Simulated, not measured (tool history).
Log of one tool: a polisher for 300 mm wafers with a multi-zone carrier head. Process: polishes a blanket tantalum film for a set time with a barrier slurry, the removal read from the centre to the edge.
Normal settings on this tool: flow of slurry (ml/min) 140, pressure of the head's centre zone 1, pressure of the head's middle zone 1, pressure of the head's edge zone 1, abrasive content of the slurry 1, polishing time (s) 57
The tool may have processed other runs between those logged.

run,day,flow of slurry (ml/min),pressure of the head's centre zone,pressure of the head's middle zone,pressure of the head's edge zone,abrasive content of the slurry,polishing time (s),"incoming thickness of the incoming film, nm",film removed at the wafer's centre (angstrom),film removed at mid-radius (angstrom),film removed at the wafer's edge (angstrom)
1,0,140,1.07,0.96,1,1,57,421.2,1056,979,997
2,1.096,140,1,1,1,1,57,423.1,985,974,1006
3,1.883,140,1.07,0.92,1,1,57,411.8,1059,943,991
# day 2.883: edge zone pressure recalibrated
# day 2.883: carrier head's membrane replaced by a new one
4,2.904,140,0.95,0.93,1,1,57,416,919,966,1002
5,3.462,140,1,1,1,1,57,424,970,980,1001
6,4.267,140,1.09,1,1,1,57,424.9,1050,993,1004
7,5.554,140,0.91,1,0.91,1,57,426.7,895,974,954
8,6.708,140,1,1,1,1,57,419,954,996,991
# day 7.325: worn pad replaced by a new one
9,7.35,140,1,1,1,1,57,423.1,990,1009,981
10,8.529,140,1,1,1,0.9,50,425.7,825,838,814
11,9.358,140,1,1,1,1,57,417.6,967,977,985
12,10.033,125,1,0.94,1.12,1,46,422.4,787,760,835
13,11.15,140,1.07,1,1,1,57,420,1041,993,984
14,11.85,140,0.91,1,1,1,57,417,874,1002,977
# day 11.988: centre zone pressure recalibrated
# day 12.108: slurry nozzle cleaned
15,12.908,140,1,1,1,1,57,423,964,982,981
16,13.675,140,1.06,1,1,1,57,418.5,1021,996,973
17,14.642,140,1,1.05,0.91,1,57,425.2,953,1009,936
18,15.9,140,1,1,1,1,57,425.3,987,974,974
19,16.512,140,1,1,1,1.25,57,420.4,1042,1042,1031
# day 17.067: worn pad replaced by a new one
20,17.217,140,1,1,1,1,57,415,968,996,990
21,20.408,140,1,1,1,0.85,57,421.4,913,919,944
22,21.088,155,1,1,1,1,57,414.9,998,987,1005
23,22.062,140,1,1,1.05,1,57,413.3,972,988,1004

Alternative continuations, all from the tool just after run 23; predict every row:
A,22.079,140,1,1,1,1,57,419.5,?,?,?
B,22.079,115,1,0.95,1,1,57,419.5,?,?,?
C,22.079,120,1,1,0.88,1,57,419.5,?,?,?

run,film removed at the wafer's centre (angstrom),film removed at mid-radius (angstrom),film removed at the wafer's edge (angstrom)
A,981,988,1004
B,953,939,987
C,959,969,933
The same runs, with their run-to-run variation unchanged, on a tool lacking any hidden condition would have given:
run,film removed at the wafer's centre (angstrom),film removed at mid-radius (angstrom),film removed at the wafer's edge (angstrom)
A,981,988,1004
B,953,939,987
C,959,969,933
